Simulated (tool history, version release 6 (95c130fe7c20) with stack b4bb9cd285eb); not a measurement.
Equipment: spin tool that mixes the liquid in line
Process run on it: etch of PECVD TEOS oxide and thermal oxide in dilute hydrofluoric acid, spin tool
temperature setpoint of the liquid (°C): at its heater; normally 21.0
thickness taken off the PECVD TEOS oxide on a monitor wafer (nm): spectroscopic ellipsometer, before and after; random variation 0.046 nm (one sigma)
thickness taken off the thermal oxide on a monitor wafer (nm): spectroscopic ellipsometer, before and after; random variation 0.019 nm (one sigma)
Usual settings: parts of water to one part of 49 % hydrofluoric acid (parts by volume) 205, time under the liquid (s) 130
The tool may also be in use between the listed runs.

run	hour	temperature setpoint of the liquid (°C)	parts of water to one part of 49 % hydrofluoric acid (parts by volume)	time under the liquid (s)	wafers since the last listed run	hours since the thermometer was replaced	hours since the hydrofluoric acid flow meter was replaced	hours since the gauge calibration	read-back film thickness of the PECVD TEOS oxide reference wafer, read on the same gauge (nm)	read-back film thickness of the thermal oxide reference wafer, read on the same gauge (nm)	thickness taken off the PECVD TEOS oxide on a monitor wafer (nm)	thickness taken off the thermal oxide on a monitor wafer (nm)
1	0.0	21.0	205	70	0	169.9	477.9	601.1	150.00	69.977	5.87	1.269
2	13.4	21.0	205	70	169	183.3	491.3	614.5	149.99	69.991	5.84	1.260
3	29.6	21.0	205	130	204	199.5	507.5	630.7	150.01	69.949	10.82	2.338
4	57.7	21.0	205	130	354	227.6	535.6	658.8	150.02	70.044	10.81	2.355
5	87.9	21.0	205	180	381	257.8	565.8	689.0	150.02	70.011	14.89	3.279
6	122.3	21.0	205	180	434	292.2	600.2	723.4	150.00	69.999	14.89	3.284
7	139.4	21.0	205	90	215	309.3	617.3	740.5	150.00	69.995	7.41	1.598
8	162.2	21.0	205	90	287	332.1	640.1	763.3	150.01	69.995	7.38	1.631
9	192.5	21.0	165	130	382	362.4	670.4	793.6	150.01	69.971	13.84	3.034
10	205.0	21.0	165	130	157	374.9	682.9	806.1	149.99	69.983	13.84	2.996
11	227.7	21.0	165	130	286	397.6	705.6	828.8	150.00	69.987	13.82	2.986
12	253.5	21.0	270	130	325	423.4	731.4	854.6	150.00	70.006	7.59	1.646
# hour 254.7: gauge calibrated
13	288.6	23.5	280	175	443	458.5	766.5	33.9	149.99	70.023	10.65	2.316
14	324.2	18.5	205	130	449	494.1	802.1	69.5	150.00	69.970	9.66	2.097
15	340.4	19.0	130	130	204	510.3	818.3	85.7	149.99	70.047	16.75	3.628
16	374.7	21.0	205	130	433	544.6	852.6	120.0	150.00	69.947	10.59	2.282
17	388.4	21.0	205	180	172	558.3	866.3	133.7	149.98	70.021	14.59	3.227
# hour 421.1: hydrofluoric acid flow meter replaced
18	423.1	24.0	205	130	425	593.0	2.0	168.4	150.00	69.979	11.74	2.566
19	450.2	21.0	205	130	342	620.1	29.1	195.5	150.00	69.984	10.58	2.320

Predict the results of run 20:
20	479.6	21.0	205	130	371	649.5	58.5	224.9	?	?	?	?

Run 20 yielded read-back film thickness of the PECVD TEOS oxide reference wafer, read on the same gauge (nm) 149.99, read-back film thickness of the thermal oxide reference wafer, read on the same gauge (nm) 70.021, thickness taken off the PECVD TEOS oxide on a monitor wafer (nm) 10.49, thickness taken off the thermal oxide on a monitor wafer (nm) 2.302.
Had the tool carried no hidden state, the very same run would have given thickness taken off the PECVD TEOS oxide on a monitor wafer (nm) 11.01, thickness taken off the thermal oxide on a monitor wafer (nm) 2.415.
